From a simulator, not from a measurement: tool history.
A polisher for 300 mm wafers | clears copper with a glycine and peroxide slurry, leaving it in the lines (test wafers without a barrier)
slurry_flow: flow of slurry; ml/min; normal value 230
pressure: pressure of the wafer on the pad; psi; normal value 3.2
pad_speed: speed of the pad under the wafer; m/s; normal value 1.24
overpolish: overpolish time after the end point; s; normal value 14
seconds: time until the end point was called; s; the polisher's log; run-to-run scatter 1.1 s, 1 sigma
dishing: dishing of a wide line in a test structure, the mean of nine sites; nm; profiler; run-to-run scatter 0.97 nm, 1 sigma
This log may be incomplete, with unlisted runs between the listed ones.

run,hour,slurry_flow,pressure,pad_speed,overpolish,"incoming thickness of the incoming film, nm",seconds,dishing
1,0.0,230,3.2,1.24,14,469.7,62.6,65.7
2,30.8,230,3.2,1.24,14,458.2,59.8,67.0
3,53.6,230,3.2,1.24,14,451.3,60.6,68.3
# hour 83.8: slurry nozzle cleaned
4,86.8,230,3.2,1.24,14,452.1,60.8,65.4
5,99.5,230,3.2,0.94,14,460.6,76.9,54.3
6,111.7,275,3.7,1.24,14,460.1,57.0,73.4
7,133.0,275,3.7,1.24,14,457.2,54.2,73.4
8,148.9,230,3.2,1.24,9,458.0,63.5,47.0
# hour 152.4: head pressure recalibrated
# hour 164.2: worn pad replaced by a new one
9,164.7,230,3.2,1.24,16,459.5,63.7,74.6
10,178.0,230,3.2,1.24,16,463.9,60.9,74.8
11,191.6,230,3.2,1.24,16,453.1,60.1,74.6
12,208.3,230,3.2,1.24,14,462.1,61.8,66.9
13,235.0,230,3.2,1.24,14,454.3,59.4,66.5
14,247.0,230,3.2,1.24,14,455.4,60.8,67.4
15,282.0,230,2.6,1.24,21,462.0,66.8,79.9
16,298.1,230,3.2,1.24,14,454.7,59.5,64.8
17,323.9,305,2.5,1.42,7,453.8,60.8,35.8
18,359.5,290,2.1,1.24,6,459.6,75.4,26.7
# hour 370.6: worn pad replaced by a new one
19,394.0,230,3.2,1.24,14,453.8,60.2,66.8
20,416.0,230,3.2,1.24,14,469.4,64.0,67.6
21,429.9,230,3.2,1.24,14,455.7,59.4,65.3
22,449.7,230,3.2,1.24,9,457.4,58.9,47.4
23,467.7,230,3.2,1.66,20,461.6,47.7,101.8
24,503.7,230,3.2,1.24,14,459.0,59.2,66.4
25,517.8,230,3.9,0.96,9,451.2,67.9,43.9
# hour 532.7: slurry nozzle cleaned
# hour 555.1: worn pad replaced by a new one
26,555.6,265,3.2,0.84,14,462.0,84.0,52.5
27,568.5,230,3.2,1.36,9,460.8,55.8,48.8
28,599.0,165,3.2,1.24,14,461.9,64.5,64.5
29,632.0,255,2.8,1.24,21,460.0,66.8,84.6
30,665.3,230,3.2,1.24,14,456.0,61.6,66.4
31,680.6,300,3.2,1.38,14,456.4,53.4,70.9
32,715.5,230,3.2,1.24,10,462.7,61.3,50.4
33,735.2,195,4.2,0.82,18,461.9,72.8,72.3
34,749.1,270,3.6,1.24,14,466.3,55.9,72.8
# hour 758.8: worn pad replaced by a new one
35,771.6,230,3.2,1.24,14,462.4,61.0,66.2

What the log doesn't show, run by run:
removal rate lost through wear of the pad, %: 0 on each run
slurry flow missing at the pad, %: 0 on each run
deviation of the head's pressure from its setpoint, %: 0 on each run
